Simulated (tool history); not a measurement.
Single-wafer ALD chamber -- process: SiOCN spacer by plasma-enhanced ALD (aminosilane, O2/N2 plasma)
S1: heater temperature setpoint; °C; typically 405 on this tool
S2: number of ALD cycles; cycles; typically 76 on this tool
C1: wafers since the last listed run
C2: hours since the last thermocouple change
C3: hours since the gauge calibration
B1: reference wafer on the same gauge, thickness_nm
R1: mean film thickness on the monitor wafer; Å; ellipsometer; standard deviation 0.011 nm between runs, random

Run 1, hour 0.0: usual settings but S1 397 °C; C1 0; C2 1219.2; C3 109.3; B1 4.653. Result: R1 44.15 Å.
Run 2, hour 18.8: usual settings but S2 72 cycles; C1 49; C2 1238.0; C3 128.1; B1 4.650. Result: R1 41.04 Å.
Run 3, hour 45.4: usual settings; C1 69; C2 1264.6; C3 154.7; B1 4.645. Result: R1 43.46 Å.
Run 4, hour 61.6: usual settings; C1 42; C2 1280.8; C3 170.9; B1 4.650. Result: R1 43.57 Å.
Run 5, hour 93.2: usual settings; C1 82; C2 1312.4; C3 202.5; B1 4.649. Result: R1 43.69 Å.
Run 6, hour 124.8: usual settings; C1 82; C2 1344.0; C3 234.1; B1 4.651. Result: R1 43.58 Å.
Run 7, hour 142.4: usual settings; C1 46; C2 1361.6; C3 251.7; B1 4.649. Result: R1 43.37 Å.
Run 8, hour 156.8: usual settings; C1 37; C2 1376.0; C3 266.1; B1 4.649. Result: R1 43.48 Å.
Run 9, hour 172.9: usual settings; C1 42; C2 1392.1; C3 282.2; B1 4.650. Result: R1 43.43 Å.
Run 10, hour 201.7: usual settings; C1 75; C2 1420.9; C3 311.0; B1 4.651. Result: R1 43.67 Å.
Run 11, hour 234.9: usual settings; C1 86; C2 1454.1; C3 344.2; B1 4.650. Result: R1 43.50 Å.
Run 12, hour 265.3: usual settings; C1 79; C2 1484.5; C3 374.6; B1 4.651. Result: R1 43.59 Å.
Run 13, hour 281.7: usual settings but S1 411 °C; C1 42; C2 1500.9; C3 391.0; B1 4.650. Result: R1 42.95 Å.
Run 14, hour 298.8: usual settings; C1 44; C2 1518.0; C3 408.1; B1 4.649. Result: R1 43.40 Å.
Run 15, hour 327.0: usual settings but S1 418 °C, S2 91 cycles; C1 73; C2 1546.2; C3 436.3; B1 4.651. Result: R1 50.35 Å.
Run 16, hour 355.8: usual settings; C1 75; C2 1575.0; C3 465.1; B1 4.650. Result: R1 43.60 Å.
Run 17, hour 371.5: usual settings but S1 399 °C; C1 41; C2 1590.7; C3 480.8; B1 4.648. Result: R1 44.20 Å.
Run 18, hour 410.8: usual settings; C1 102; C2 1630.0; C3 520.1; B1 4.648. Result: R1 43.50 Å.
Run 19, hour 443.4: usual settings; C1 85; C2 1662.6; C3 552.7; B1 4.648. Result: R1 43.46 Å.
At hour 447.0: gauge calibrated.
Run 20, hour 469.7: usual settings but S1 392 °C, S2 63 cycles; C1 68; C2 1688.9; C3 22.7; B1 4.652. Result: R1 36.79 Å.
At hour 482.1: thermocouple changed; heater temperature recalibrated.
Run 21, hour 505.3: usual settings but S2 84 cycles; C1 72; C2 23.2; C3 58.3; B1 4.653. Result: R1 48.03 Å.
Run 22, hour 540.8: usual settings; C1 92; C2 58.7; C3 93.8; B1 4.651. Result: R1 43.33 Å.
Run 23, hour 605.2: usual settings but S2 62 cycles; C1 168; C2 123.1; C3 158.2; B1 4.650. Result: R1 35.62 Å.
Run 24, hour 624.9: usual settings but S1 413 °C; C1 51; C2 142.8; C3 177.9; B1 4.644. Result: R1 42.42 Å.
Run 25, hour 659.1: usual settings but S1 397 °C, S2 80 cycles; C1 89; C2 177.0; C3 212.1; B1 4.651. Result: R1 46.48 Å.
Run 26, hour 674.2: usual settings; C1 39; C2 192.1; C3 227.2; B1 4.649. Result: R1 43.57 Å.
Run 27, hour 704.2: usual settings but S2 61 cycles; C1 78; C2 222.1; C3 257.2; B1 4.655. Result: R1 34.90 Å.
Run 28, hour 722.2: usual settings but S1 391 °C; C1 47; C2 240.1; C3 275.2; B1 4.650. Result: R1 44.23 Å.

Predict each of these 3 candidate next runs independently; none follows another, all start after run 28:
Run A, hour 722.7: usual settings; C1 1; C2 240.6; C3 275.7; B1 ?. Result: R1 ?.
Run B, hour 722.7: usual settings but S1 391 °C, S2 69 cycles; C1 1; C2 240.6; C3 275.7; B1 ?. Result: R1 ?.
Run C, hour 722.7: usual settings but S1 391 °C, S2 71 cycles; C1 1; C2 240.6; C3 275.7; B1 ?. Result: R1 ?.

run     B1     R1
  A  4.648  43.41
  B  4.648  40.01
  C  4.648  41.17
With no hidden state in the tool, these same runs would have given:
run     R1
  A  43.41
  B  40.01
  C  41.17
